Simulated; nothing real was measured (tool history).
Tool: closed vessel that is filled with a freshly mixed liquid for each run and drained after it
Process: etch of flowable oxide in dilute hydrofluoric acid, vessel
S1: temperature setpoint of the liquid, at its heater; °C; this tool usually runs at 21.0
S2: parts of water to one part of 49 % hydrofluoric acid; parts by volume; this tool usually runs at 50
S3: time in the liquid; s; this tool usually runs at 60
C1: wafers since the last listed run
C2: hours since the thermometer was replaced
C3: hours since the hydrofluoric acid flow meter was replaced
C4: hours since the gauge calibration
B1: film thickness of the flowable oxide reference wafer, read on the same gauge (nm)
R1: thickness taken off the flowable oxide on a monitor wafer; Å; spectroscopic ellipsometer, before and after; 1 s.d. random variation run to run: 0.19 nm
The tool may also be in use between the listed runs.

run	hour	S1	S2	S3	C1	C2	C3	C4	B1	R1
1	0.0	21.0	60	60	0	1147.3	274.3	88.4	149.99	310.1
2	27.3	21.0	50	60	3723	1174.6	301.6	115.7	150.00	379.0
3	58.6	21.0	50	60	4269	1205.9	332.9	147.0	150.02	377.6
4	89.5	21.0	40	60	4214	1236.8	363.8	177.9	150.01	470.3
5	124.2	21.0	30	60	4732	1271.5	398.5	212.6	150.03	644.8
6	159.3	21.0	30	60	4787	1306.6	433.6	247.7	150.00	641.8
7	216.7	21.0	50	60	7829	1364.0	491.0	305.1	149.99	376.6
8	267.1	21.0	50	60	6874	1414.4	541.4	355.5	150.01	375.3
9	334.5	21.0	50	50	9193	1481.8	608.8	422.9	149.96	315.2
10	399.2	21.0	50	50	8824	1546.5	673.5	487.6	150.02	312.9
11	445.0	21.0	50	75	6246	1592.3	719.3	533.4	149.99	469.9
12	502.3	21.0	50	75	7815	1649.6	776.6	590.7	150.01	469.7
13	542.7	21.0	50	75	5510	1690.0	817.0	631.1	150.00	472.3
14	604.6	17.5	30	60	8442	1751.9	878.9	693.0	149.96	554.0
15	652.4	21.0	50	60	6519	1799.7	926.7	740.8	149.99	375.5
16	714.6	21.0	50	30	8483	1861.9	988.9	803.0	149.98	187.0
17	772.1	25.0	30	30	7842	1919.4	1046.4	860.5	150.05	379.4
# hour 812.4: thermometer replaced
18	816.1	21.0	50	60	5865	3.7	1090.4	904.5	150.02	375.7
19	873.2	21.0	50	60	7788	60.8	1147.5	961.6	149.99	377.2
20	929.4	21.0	50	60	7665	117.0	1203.7	1017.8	150.03	374.8
21	976.1	21.0	35	90	6369	163.7	1250.4	1064.5	150.03	822.6
22	1030.1	21.0	50	60	7365	217.7	1304.4	1118.5	150.00	375.2
# hour 1041.8: hydrofluoric acid flow meter replaced
23	1093.4	25.5	75	60	8497	281.0	51.6	1181.8	150.01	292.5
# hour 1102.6: gauge calibrated
24	1122.2	21.0	55	40	3928	309.8	80.4	19.6	149.98	226.7
25	1155.3	25.5	30	90	4514	342.9	113.5	52.7	149.99	1159.1
26	1188.9	24.5	50	60	4582	376.5	147.1	86.3	150.00	436.0
27	1232.6	21.0	50	60	5960	420.2	190.8	130.0	150.00	373.6
28	1297.8	21.0	25	60	8893	485.4	256.0	195.2	149.99	781.2
29	1336.0	21.0	50	60	5210	523.6	294.2	233.4	150.03	373.4
30	1518.9	17.0	35	30	24946	706.5	477.1	416.3	150.00	231.2
31	1543.6	22.5	75	30	3368	731.2	501.8	441.0	150.02	129.4
32	1587.3	17.5	35	60	5960	774.9	545.5	484.7	150.01	472.9
33	1622.7	21.0	50	60	4828	810.3	580.9	520.1	150.04	374.7

Consider 5 possible next runs. They are alternatives, not a sequence: every one starts from the tool as it was left by run 33. What does each give?
A	1623.4	21.0	75	60	95	811.0	581.6	520.8	?	?
B	1623.4	25.0	60	75	95	811.0	581.6	520.8	?	?
C	1623.4	21.0	50	85	95	811.0	581.6	520.8	?	?
D	1623.4	21.0	50	70	95	811.0	581.6	520.8	?	?
E	1623.4	23.0	50	60	95	811.0	581.6	520.8	?	?

run	B1	R1
A	150.01	242.8
B	150.01	455.4
C	150.01	531.8
D	150.01	438.0
E	150.01	408.1
The same runs, with their run-to-run variation unchanged, on a tool lacking any hidden condition would have given:
run	R1
A	242.8
B	455.4
C	531.8
D	438.0
E	408.1
